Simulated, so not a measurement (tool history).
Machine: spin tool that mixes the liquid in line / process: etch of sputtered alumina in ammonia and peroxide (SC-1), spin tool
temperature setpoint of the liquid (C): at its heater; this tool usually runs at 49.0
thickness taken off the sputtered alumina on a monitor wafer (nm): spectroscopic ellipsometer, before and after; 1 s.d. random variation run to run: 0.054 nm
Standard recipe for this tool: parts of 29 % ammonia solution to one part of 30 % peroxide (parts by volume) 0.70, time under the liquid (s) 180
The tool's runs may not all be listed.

| run | hour | temperature setpoint of the liquid (C) | parts of 29 % ammonia solution to one part of 30 % peroxide (parts by volume) | time under the liquid (s) | wafers since the last listed run | hours since the thermometer was replaced | hours since the ammonia flow meter was replaced | hours since the heated supply line was repaired | hours since the drum of ammonia solution was connected | hours since the gauge calibration | read-back film thickness of the sputtered alumina reference wafer, read on the same gauge (nm) | thickness taken off the sputtered alumina on a monitor wafer (nm) |
|---|---|---|---|---|---|---|---|---|---|---|---|---|
| 1 | 0.0 | 49.0 | 0.70 | 180 | 0 | 2585.5 | 34.4 | 1423.3 | 205.7 | 368.8 | 140.00 | 8.97 |
| 2 | 27.7 | 49.0 | 0.90 | 180 | 217 | 2613.2 | 62.1 | 1451.0 | 233.4 | 396.5 | 140.00 | 9.15 |
| 3 | 47.8 | 49.0 | 0.90 | 180 | 157 | 2633.3 | 82.2 | 1471.1 | 253.5 | 416.6 | 140.00 | 9.07 |
| 4 | 60.4 | 49.0 | 0.90 | 180 | 98 | 2645.9 | 94.8 | 1483.7 | 266.1 | 429.2 | 140.02 | 9.22 |
| 5 | 79.5 | 52.0 | 0.70 | 250 | 149 | 2665.0 | 113.9 | 1502.8 | 285.2 | 448.3 | 140.00 | 14.54 |
| 6 | 97.2 | 52.0 | 0.70 | 250 | 138 | 2682.7 | 131.6 | 1520.5 | 302.9 | 466.0 | 140.00 | 14.49 |
| 7 | 149.5 | 43.5 | 0.55 | 140 | 410 | 2735.0 | 183.9 | 1572.8 | 355.2 | 518.3 | 140.01 | 5.00 |
|  | 158.9 | heated supply line repaired |
| 8 | 170.0 | 42.5 | 0.70 | 75 | 152 | 2755.5 | 204.4 | 11.1 | 375.7 | 538.8 | 140.01 | 2.73 |
| 9 | 193.4 | 49.0 | 0.35 | 180 | 183 | 2778.9 | 227.8 | 34.5 | 399.1 | 562.2 | 140.01 | 8.75 |
| 10 | 216.2 | 42.5 | 0.70 | 75 | 178 | 2801.7 | 250.6 | 57.3 | 421.9 | 585.0 | 140.03 | 2.73 |
| 11 | 230.8 | 53.5 | 0.50 | 180 | 114 | 2816.3 | 265.2 | 71.9 | 436.5 | 599.6 | 139.99 | 11.53 |
|  | 240.1 | gauge calibrated |
|  | 263.2 | new drum of ammonia solution connected |
|  | 266.3 | thermometer replaced |
| 12 | 266.8 | 49.0 | 0.50 | 180 | 266 | 0.5 | 301.2 | 107.9 | 3.6 | 26.7 | 140.00 | 7.91 |
| 13 | 296.9 | 42.5 | 0.85 | 180 | 236 | 30.6 | 331.3 | 138.0 | 33.7 | 56.8 | 139.99 | 5.74 |
| 14 | 345.9 | 49.0 | 0.70 | 180 | 384 | 79.6 | 380.3 | 187.0 | 82.7 | 105.8 | 139.99 | 8.18 |
| 15 | 387.1 | 49.0 | 1.00 | 180 | 323 | 120.8 | 421.5 | 228.2 | 123.9 | 147.0 | 139.99 | 8.48 |

Estimate the outcome of run 16 from the log above:
| 16 | 401.3 | 45.0 | 0.85 | 130 | 111 | 135.0 | 435.7 | 242.4 | 138.1 | 161.2 | ? | ? |

read-back film thickness of the sputtered alumina reference wafer, read on the same gauge (nm): 140.02
thickness taken off the sputtered alumina on a monitor wafer (nm): 4.77
Take away the tool's hidden state, keep the run-to-run variation as it was, and the same run would have given thickness taken off the sputtered alumina on a monitor wafer (nm) 4.66.
